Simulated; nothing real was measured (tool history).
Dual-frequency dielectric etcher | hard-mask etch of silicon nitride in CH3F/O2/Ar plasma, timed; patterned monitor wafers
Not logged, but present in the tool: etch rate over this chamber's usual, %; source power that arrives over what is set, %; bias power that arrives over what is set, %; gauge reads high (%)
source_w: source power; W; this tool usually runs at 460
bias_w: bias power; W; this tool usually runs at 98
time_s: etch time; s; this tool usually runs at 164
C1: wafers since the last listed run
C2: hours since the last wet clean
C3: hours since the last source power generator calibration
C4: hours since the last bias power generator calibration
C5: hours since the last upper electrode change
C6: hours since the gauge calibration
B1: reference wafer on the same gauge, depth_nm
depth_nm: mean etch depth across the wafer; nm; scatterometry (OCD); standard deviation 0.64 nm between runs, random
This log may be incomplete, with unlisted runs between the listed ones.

Run 1, hour 0: usual settings but source_w 380 W, bias_w 110 W; C1 0; C2 121.8; C3 1561.2; C4 103.1; C5 1048.1; C6 3476.2; B1 164.1. Result: depth_nm 147 nm.
Run 2, hour 74.4: usual settings but source_w 380 W, bias_w 110 W; C1 661; C2 196.2; C3 1635.6; C4 177.5; C5 1122.5; C6 3550.6; B1 163.9. Result: depth_nm 146.4 nm.
Run 3, hour 136.2: usual settings but source_w 380 W, bias_w 110 W; C1 549; C2 258; C3 1697.4; C4 239.3; C5 1184.3; C6 3612.4; B1 164. Result: depth_nm 147.6 nm.
At hour 166.1: gauge calibrated.
Run 4, hour 215: usual settings; C1 700; C2 336.8; C3 1776.2; C4 318.1; C5 1263.1; C6 48.9; B1 163.9. Result: depth_nm 151.2 nm.
Run 5, hour 309.5: usual settings but bias_w 87 W; C1 840; C2 431.3; C3 1870.7; C4 412.6; C5 1357.6; C6 143.4; B1 164.1. Result: depth_nm 142.5 nm.
Run 6, hour 364.3: usual settings but source_w 380 W, bias_w 87 W, time_s 195.5 s; C1 487; C2 486.1; C3 1925.5; C4 467.4; C5 1412.4; C6 198.2; B1 163.9. Result: depth_nm 159.2 nm.
Run 7, hour 456.4: usual settings but source_w 430 W, bias_w 87 W, time_s 199.5 s; C1 819; C2 578.2; C3 2017.6; C4 559.5; C5 1504.5; C6 290.3; B1 164.1. Result: depth_nm 168.5 nm.
Run 8, hour 495.4: usual settings; C1 346; C2 617.2; C3 2056.6; C4 598.5; C5 1543.5; C6 329.3; B1 164. Result: depth_nm 151.3 nm.
At hour 591.8: wet clean of the chamber.
Run 9, hour 626.7: usual settings but source_w 370 W, bias_w 112 W; C1 954; C2 34.9; C3 2187.9; C4 729.8; C5 1674.8; C6 460.6; B1 164.1. Result: depth_nm 144.9 nm.
Run 10, hour 680.9: usual settings; C1 481; C2 89.1; C3 2242.1; C4 784; C5 1729; C6 514.8; B1 164.2. Result: depth_nm 150.3 nm.
Run 11, hour 772.9: usual settings but source_w 560 W, bias_w 115 W, time_s 209 s; C1 818; C2 181.1; C3 2334.1; C4 876; C5 1821; C6 606.8; B1 164.1. Result: depth_nm 221.4 nm.
Run 12, hour 834.3: usual settings but time_s 199 s; C1 546; C2 242.5; C3 2395.5; C4 937.4; C5 1882.4; C6 668.2; B1 164.1. Result: depth_nm 181.9 nm.
Run 13, hour 899.5: usual settings but source_w 560 W, bias_w 107 W, time_s 213 s; C1 579; C2 307.7; C3 2460.7; C4 1002.6; C5 1947.6; C6 733.4; B1 164.1. Result: depth_nm 219.9 nm.
At hour 1024.3: upper electrode replaced.
At hour 1154.4: source power generator calibrated.
Run 14, hour 1190.8: usual settings but source_w 360 W, time_s 180 s; C1 2341; C2 599; C3 36.4; C4 1293.9; C5 166.5; C6 1024.7; B1 164. Result: depth_nm 146.9 nm.
Run 15, hour 1263.8: usual settings but source_w 430 W, bias_w 107 W; C1 649; C2 672; C3 109.4; C4 1366.9; C5 239.5; C6 1097.7; B1 164. Result: depth_nm 149.4 nm.
At hour 1437.1: wet clean of the chamber.
Run 16, hour 1437.6: usual settings; C1 1332; C2 0.5; C3 283.2; C4 1540.7; C5 413.3; C6 1271.5; B1 164. Result: depth_nm 147.6 nm.
Run 17, hour 1513.5: usual settings but source_w 360 W, bias_w 118 W, time_s 181 s; C1 674; C2 76.4; C3 359.1; C4 1616.6; C5 489.2; C6 1347.4; B1 163.8. Result: depth_nm 160.3 nm.
Run 18, hour 1652.1: usual settings; C1 1232; C2 215; C3 497.7; C4 1755.2; C5 627.8; C6 1486; B1 164. Result: depth_nm 147.4 nm.
Run 19, hour 1749: usual settings but source_w 390 W, bias_w 112 W, time_s 138 s; C1 861; C2 311.9; C3 594.6; C4 1852.1; C5 724.7; C6 1582.9; B1 164. Result: depth_nm 123.1 nm.
Run 20, hour 1794.5: usual settings but source_w 560 W, bias_w 79 W, time_s 128.5 s; C1 404; C2 357.4; C3 640.1; C4 1897.6; C5 770.2; C6 1628.4; B1 164. Result: depth_nm 115.1 nm.
Run 21, hour 1895: usual settings but bias_w 80 W; C1 893; C2 457.9; C3 740.6; C4 1998.1; C5 870.7; C6 1728.9; B1 163.9. Result: depth_nm 134.7 nm.
Run 22, hour 1993.7: usual settings but bias_w 86 W; C1 877; C2 556.6; C3 839.3; C4 2096.8; C5 969.4; C6 1827.6; B1 164. Result: depth_nm 140 nm.
Run 23, hour 2097.7: usual settings; C1 924; C2 660.6; C3 943.3; C4 2200.8; C5 1073.4; C6 1931.6; B1 164.1. Result: depth_nm 147.9 nm.
Run 24, hour 2149.5: usual settings but time_s 194.5 s; C1 460; C2 712.4; C3 995.1; C4 2252.6; C5 1125.2; C6 1983.4; B1 164. Result: depth_nm 174.1 nm.
At hour 2167.9: bias power generator calibrated.
At hour 2241.8: wet clean of the chamber.
Run 25, hour 2254.7: usual settings but source_w 410 W, bias_w 82 W, time_s 210.5 s; C1 686; C2 12.9; C3 1100.3; C4 86.8; C5 1230.4; C6 2088.6; B1 164. Result: depth_nm 171.7 nm.
Run 26, hour 2547.2: usual settings but source_w 500 W; C1 2601; C2 305.4; C3 1392.8; C4 379.3; C5 1522.9; C6 2381.1; B1 164. Result: depth_nm 156 nm.
Run 27, hour 2614.3: usual settings; C1 596; C2 372.5; C3 1459.9; C4 446.4; C5 1590; C6 2448.2; B1 163.9. Result: depth_nm 150.4 nm.
Run 28, hour 2658.5: usual settings; C1 393; C2 416.7; C3 1504.1; C4 490.6; C5 1634.2; C6 2492.4; B1 163.9. Result: depth_nm 149.7 nm.

5 ways to go on from here, each from the tool as it stands after run 28. What would each give?
Run A, hour 2659: usual settings; C1 4; C2 417.2; C3 1504.6; C4 491.1; C5 1634.7; C6 2492.9; B1 ?. Result: depth_nm ?.
Run B, hour 2659: usual settings but source_w 540 W, bias_w 85 W; C1 4; C2 417.2; C3 1504.6; C4 491.1; C5 1634.7; C6 2492.9; B1 ?. Result: depth_nm ?.
Run C, hour 2659: usual settings but source_w 380 W, bias_w 75 W; C1 4; C2 417.2; C3 1504.6; C4 491.1; C5 1634.7; C6 2492.9; B1 ?. Result: depth_nm ?.
Run D, hour 2659: usual settings but source_w 370 W, bias_w 107 W; C1 4; C2 417.2; C3 1504.6; C4 491.1; C5 1634.7; C6 2492.9; B1 ?. Result: depth_nm ?.
Run E, hour 2659: usual settings but source_w 370 W; C1 4; C2 417.2; C3 1504.6; C4 491.1; C5 1634.7; C6 2492.9; B1 ?. Result: depth_nm ?.

run     B1  depth_nm
  A  164.1     151.6
  B  164.1     152.3
  C  164.1     125.8
  D  164.1     144.4
  E  164.1     139.2
With the hidden condition removed and each run's random variation left untouched, the same runs would have given:
run  depth_nm
  A       150
  B     150.7
  C     124.5
  D     142.9
  E     137.7
